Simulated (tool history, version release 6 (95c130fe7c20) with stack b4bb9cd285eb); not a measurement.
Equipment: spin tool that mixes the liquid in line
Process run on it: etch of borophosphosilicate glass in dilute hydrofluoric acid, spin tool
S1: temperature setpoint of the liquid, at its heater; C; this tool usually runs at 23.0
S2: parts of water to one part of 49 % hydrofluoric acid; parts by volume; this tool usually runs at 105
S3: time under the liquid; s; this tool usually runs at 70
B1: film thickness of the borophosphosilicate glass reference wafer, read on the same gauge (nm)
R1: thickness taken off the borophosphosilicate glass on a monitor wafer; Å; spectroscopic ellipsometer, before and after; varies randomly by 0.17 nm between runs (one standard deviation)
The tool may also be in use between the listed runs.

{"run": 1, "day": 0.0, "S1": 23.0, "S2": 75, "S3": 80, "B1": 60.01, "R1": 258.8}
{"run": 2, "day": 4.3, "S1": 23.0, "S2": 75, "S3": 80, "B1": 60.02, "R1": 255.9}
{"run": 3, "day": 6.446, "S1": 23.0, "S2": 75, "S3": 80, "B1": 60.01, "R1": 260.9}
{"run": 4, "day": 10.679, "S1": 23.0, "S2": 105, "S3": 70, "B1": 60.06, "R1": 167.6}
{"run": 5, "day": 12.679, "S1": 23.0, "S2": 105, "S3": 70, "B1": 59.99, "R1": 167.1}
{"run": 6, "day": 23.525, "S1": 23.0, "S2": 105, "S3": 70, "B1": 59.96, "R1": 165.1}
{"run": 7, "day": 26.708, "S1": 23.0, "S2": 125, "S3": 70, "B1": 60.01, "R1": 132.5}
{"run": 8, "day": 28.946, "S1": 23.0, "S2": 125, "S3": 70, "B1": 59.97, "R1": 129.9}
{"run": 9, "day": 33.208, "S1": 23.0, "S2": 105, "S3": 70, "B1": 60.03, "R1": 159.0}
{"run": 10, "day": 36.162, "S1": 23.0, "S2": 105, "S3": 70, "B1": 60.01, "R1": 167.5}
{"run": 11, "day": 37.825, "S1": 23.0, "S2": 105, "S3": 70, "B1": 59.98, "R1": 166.7}
{"run": 12, "day": 40.438, "S1": 23.0, "S2": 105, "S3": 70, "B1": 60.02, "R1": 161.5}
{"run": 13, "day": 42.838, "S1": 23.0, "S2": 105, "S3": 70, "B1": 60.02, "R1": 162.1}
{"run": 14, "day": 45.208, "S1": 23.0, "S2": 105, "S3": 100, "B1": 59.93, "R1": 229.6}
{"run": 15, "day": 47.546, "S1": 24.5, "S2": 60, "S3": 80, "B1": 60.03, "R1": 359.0}
{"run": 16, "day": 51.204, "S1": 26.5, "S2": 105, "S3": 100, "B1": 59.94, "R1": 262.6}
{"run": 17, "day": 55.55, "S1": 23.0, "S2": 140, "S3": 85, "B1": 60.01, "R1": 136.3}
{"run": 18, "day": 58.212, "S1": 23.0, "S2": 85, "S3": 55, "B1": 60.01, "R1": 156.9}
{"run": 19, "day": 62.546, "S1": 23.0, "S2": 105, "S3": 70, "B1": 59.99, "R1": 174.8}
{"run": 20, "day": 66.888, "S1": 23.0, "S2": 120, "S3": 55, "B1": 60.06, "R1": 114.1}
{"run": 21, "day": 69.233, "S1": 23.0, "S2": 105, "S3": 70, "B1": 59.98, "R1": 171.2}
{"run": 22, "day": 72.662, "S1": 23.0, "S2": 105, "S3": 40, "B1": 59.99, "R1": 96.0}
{"run": 23, "day": 74.8, "S1": 23.0, "S2": 55, "S3": 85, "B1": 60.01, "R1": 420.8}
{"run": 24, "day": 77.371, "S1": 23.0, "S2": 105, "S3": 60, "B1": 60.02, "R1": 142.6}
{"run": 25, "day": 79.921, "S1": 25.0, "S2": 70, "S3": 70, "B1": 60.03, "R1": 282.4}
{"run": 26, "day": 81.771, "S1": 20.0, "S2": 60, "S3": 30, "B1": 59.99, "R1": 114.6}
{"run": 27, "day": 83.996, "S1": 23.0, "S2": 105, "S3": 70, "B1": 59.97, "R1": 163.5}
{"run": 28, "day": 88.392, "S1": 23.0, "S2": 105, "S3": 70, "B1": 60.01, "R1": 163.2}
{"run": 29, "day": 92.779, "S1": 23.0, "S2": 70, "S3": 70, "B1": 59.97, "R1": 248.6}
{"run": 30, "day": 94.371, "S1": 23.0, "S2": 125, "S3": 70, "B1": 60.03, "R1": 129.9}
{"run": 31, "day": 96.642, "S1": 25.5, "S2": 125, "S3": 85, "B1": 60.04, "R1": 173.7}
{"run": 32, "day": 100.058, "S1": 27.5, "S2": 60, "S3": 70, "B1": 60.06, "R1": 346.7}

Missing from the log above: 4 entries noted between runs. For each, name the pair of listed runs it sits between and say how the tool's hidden condition differs from the listed run just before to the listed run just after:
After run 3, before run 4: hydrofluoric acid flow meter replaced (day 6.796)
  liquid colder than its thermometer reads (K): 0.91 -> 0.966; hydrofluoric acid flow below the setpoint (%): 10.8 -> 2.34
  the result without the hidden state subtracted from the measured one, R1: -46.1 -> -11.3 Å
After run 9, before run 10: thermometer replaced (day 34.742)
  liquid colder than its thermometer reads (K): 1.26 -> 0.0921; hydrofluoric acid flow below the setpoint (%): 6.51 -> 7.06
  the result without the hidden state subtracted from the measured one, R1: -21.4 -> -15.1 Å
After run 18, before run 19: hydrofluoric acid flow meter replaced (day 61.683)
  liquid colder than its thermometer reads (K): 0.383 -> 0.44; hydrofluoric acid flow below the setpoint (%): 11.1 -> 2.33
  the result without the hidden state subtracted from the measured one, R1: -24.8 -> -7.9 Å
After run 19, before run 20: gauge calibrated (day 66.450)
  liquid colder than its thermometer reads (K): 0.44 -> 0.497; hydrofluoric acid flow below the setpoint (%): 2.33 -> 3.14
  the result without the hidden state subtracted from the measured one, R1: -7.9 -> -6.5 Å
